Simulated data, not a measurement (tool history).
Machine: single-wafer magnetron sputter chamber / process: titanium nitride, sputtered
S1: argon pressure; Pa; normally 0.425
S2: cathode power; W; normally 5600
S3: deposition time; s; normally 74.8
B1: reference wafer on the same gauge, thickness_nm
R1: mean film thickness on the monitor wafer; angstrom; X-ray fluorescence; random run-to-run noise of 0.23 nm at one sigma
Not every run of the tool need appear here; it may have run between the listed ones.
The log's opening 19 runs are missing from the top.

run 20 hour=980.6 | S1=0.550 S2=4850 S3=82.1 | B1=73.499 | R1=629.45
run 21 hour=1025.4 | S1=0.425 S2=4850 S3=74.8 | B1=73.425 | R1=589.13
-- hour=1072.7 magnet pack replaced
run 22 hour=1085.9 | S1=0.357 S2=5600 S3=74.8 | B1=73.459 | R1=673.93
run 23 hour=1110.5 | S1=0.425 S2=6800 S3=74.8 | B1=73.519 | R1=775.85
run 24 hour=1168.8 | S1=0.425 S2=5600 S3=74.8 | B1=73.478 | R1=654.71
-- hour=1175.4 gauge calibrated
-- hour=1179.8 sputter target and shields replaced
run 25 hour=1235.2 | S1=0.425 S2=5600 S3=74.8 | B1=73.544 | R1=669.47
run 26 hour=1287.8 | S1=0.591 S2=6600 S3=67.5 | B1=73.484 | R1=655.73
run 27 hour=1344.2 | S1=0.425 S2=5600 S3=81.5 | B1=73.491 | R1=714.74
run 28 hour=1551.8 | S1=0.425 S2=5600 S3=74.8 | B1=73.455 | R1=650.90
-- hour=1563.1 sputter target and shields replaced
run 29 hour=1616.9 | S1=0.425 S2=5600 S3=74.8 | B1=73.454 | R1=674.91
run 30 hour=1652.7 | S1=0.357 S2=5600 S3=74.8 | B1=73.531 | R1=688.08
run 31 hour=1678.9 | S1=0.425 S2=5600 S3=74.8 | B1=73.440 | R1=667.47
-- hour=1696.9 capacitance manometer re-zeroed and calibrated
run 32 hour=1733.9 | S1=0.276 S2=4700 S3=66.1 | B1=73.434 | R1=528.97
run 33 hour=1789.5 | S1=0.425 S2=5600 S3=79.5 | B1=73.444 | R1=703.44
run 34 hour=1818.0 | S1=0.425 S2=5100 S3=82.1 | B1=73.582 | R1=670.29

What if the next run were any one of these 5? Each begins from the tool's condition after run 34:
run A hour=1818.4 | S1=0.425 S2=5600 S3=74.8 | B1=? | R1=?
run B hour=1818.4 | S1=0.425 S2=4250 S3=61.0 | B1=? | R1=?
run C hour=1818.4 | S1=0.360 S2=5600 S3=74.8 | B1=? | R1=?
run D hour=1818.4 | S1=0.269 S2=6050 S3=85.1 | B1=? | R1=?
run E hour=1818.4 | S1=0.533 S2=6550 S3=74.8 | B1=? | R1=?

run=A B1=73.453 R1=661.27
run=B B1=73.453 R1=430.75
run=C B1=73.453 R1=672.85
run=D B1=73.453 R1=837.11
run=E B1=73.453 R1=733.62
Take away the tool's hidden state, keep each run's random variation, and the runs would have read:
run=A R1=689.71
run=B R1=449.28
run=C R1=701.79
run=D R1=873.11
run=E R1=765.17

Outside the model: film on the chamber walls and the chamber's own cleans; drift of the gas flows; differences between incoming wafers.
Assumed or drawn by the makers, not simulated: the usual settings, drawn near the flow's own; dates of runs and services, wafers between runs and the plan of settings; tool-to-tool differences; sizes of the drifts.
